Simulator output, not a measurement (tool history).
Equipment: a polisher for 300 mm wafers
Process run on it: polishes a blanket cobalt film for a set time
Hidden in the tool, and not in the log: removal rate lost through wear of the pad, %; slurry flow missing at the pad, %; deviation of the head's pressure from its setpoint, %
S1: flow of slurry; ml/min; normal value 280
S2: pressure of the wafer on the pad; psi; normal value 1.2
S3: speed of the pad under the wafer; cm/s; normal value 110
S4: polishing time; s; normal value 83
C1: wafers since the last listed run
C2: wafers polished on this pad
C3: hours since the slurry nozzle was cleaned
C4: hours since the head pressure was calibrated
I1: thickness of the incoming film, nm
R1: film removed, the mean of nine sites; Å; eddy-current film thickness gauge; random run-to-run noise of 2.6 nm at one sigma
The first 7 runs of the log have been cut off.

| run | day | S1 | S2 | S3 | S4 | C1 | C2 | C3 | C4 | I1 | R1 |
|---|---|---|---|---|---|---|---|---|---|---|---|
| 8 | 16.558 | 280 | 1.2 | 110 | 83 | 279 | 1745 | 61.7 | 678.5 | 1139.6 | 2300 |
|  | 17.358 | worn pad replaced by a new one |
| 9 | 20.946 | 280 | 1.4 | 110 | 83 | 593 | 504 | 167 | 783.8 | 1165.7 | 2850 |
| 10 | 21.962 | 280 | 1.4 | 110 | 83 | 142 | 646 | 191.4 | 808.2 | 1158.9 | 2783 |
| 11 | 24.604 | 280 | 1.4 | 110 | 83 | 371 | 1018 | 254.8 | 871.6 | 1152.6 | 2785 |
| 12 | 27.133 | 280 | 1.2 | 110 | 83 | 355 | 1373 | 315.5 | 932.3 | 1160.6 | 2285 |
| 13 | 28.238 | 280 | 1.2 | 110 | 83 | 155 | 1528 | 342 | 958.8 | 1159.2 | 2259 |
|  | 29.875 | head pressure recalibrated |
|  | 30.242 | worn pad replaced by a new one |
| 14 | 30.7 | 280 | 1.2 | 110 | 83 | 310 | 64 | 401.1 | 19.8 | 1145 | 2383 |
| 15 | 34.329 | 205 | 1.2 | 110 | 83 | 510 | 574 | 488.2 | 106.9 | 1162.3 | 2194 |
| 16 | 35.642 | 330 | 1.2 | 110 | 83 | 184 | 758 | 519.7 | 138.4 | 1154.2 | 2388 |
|  | 35.696 | slurry nozzle cleaned |
| 17 | 38.208 | 365 | 1.4 | 120 | 83 | 354 | 1113 | 60.3 | 200 | 1158.3 | 3035 |
| 18 | 39.862 | 280 | 1.5 | 140 | 107 | 232 | 1346 | 100 | 239.7 | 1170.5 | 4369 |
| 19 | 41.046 | 190 | 0.9 | 82 | 83 | 166 | 1512 | 128.4 | 268.1 | 1158 | 1359 |
|  | 42.033 | worn pad replaced by a new one |
| 20 | 43.429 | 330 | 1.2 | 72 | 111 | 311 | 196 | 185.6 | 325.3 | 1140.9 | 2714 |
| 21 | 44.562 | 190 | 1.4 | 98 | 65 | 159 | 355 | 212.8 | 352.5 | 1132.7 | 1908 |
| 22 | 46.171 | 280 | 1.2 | 110 | 83 | 226 | 581 | 251.4 | 391.1 | 1152.1 | 2397 |
| 23 | 48.571 | 280 | 1.2 | 110 | 106 | 337 | 918 | 309 | 448.7 | 1165.1 | 3015 |
| 24 | 51.208 | 280 | 1.2 | 110 | 83 | 370 | 1289 | 372.3 | 512 | 1135.3 | 2259 |
| 25 | 52.933 | 280 | 1.2 | 110 | 83 | 242 | 1532 | 413.7 | 553.4 | 1156.7 | 2230 |
| 26 | 55.242 | 280 | 1.2 | 110 | 83 | 324 | 1856 | 469.1 | 608.8 | 1167 | 2185 |
|  | 55.554 | worn pad replaced by a new one |
| 27 | 56.429 | 280 | 1.2 | 110 | 83 | 143 | 123 | 497.6 | 637.3 | 1150.6 | 2378 |
| 28 | 58.312 | 280 | 1.2 | 110 | 83 | 264 | 387 | 542.8 | 682.5 | 1171.3 | 2330 |
|  | 58.362 | slurry nozzle cleaned |
| 29 | 60.558 | 280 | 1.2 | 76 | 70 | 309 | 697 | 52.7 | 736.4 | 1155.8 | 1666 |
| 30 | 62.804 | 325 | 1.4 | 128 | 102 | 315 | 1013 | 106.6 | 790.3 | 1144.2 | 3842 |

What if the next run were any one of these 5? Each begins from the tool's condition after run 30:
| A | 62.825 | 280 | 1.2 | 110 | 83 | 2 | 1016 | 107.1 | 790.8 | 1176.6 | ? |
| B | 62.825 | 280 | 1.2 | 124 | 63 | 2 | 1016 | 107.1 | 790.8 | 1176.6 | ? |
| C | 62.825 | 280 | 1.5 | 110 | 83 | 2 | 1016 | 107.1 | 790.8 | 1176.6 | ? |
| D | 62.825 | 280 | 1.2 | 96 | 105 | 2 | 1016 | 107.1 | 790.8 | 1176.6 | ? |
| E | 62.825 | 365 | 1.6 | 76 | 74 | 2 | 1016 | 107.1 | 790.8 | 1176.6 | ? |

| run | R1 |
|---|---|
| A | 2380 |
| B | 1945 |
| C | 2975 |
| D | 2781 |
| E | 2383 |
Had the tool no hidden state, the same runs would have come out as:
| run | R1 |
|---|---|
| A | 2619 |
| B | 2139 |
| C | 3273 |
| D | 3060 |
| E | 2597 |
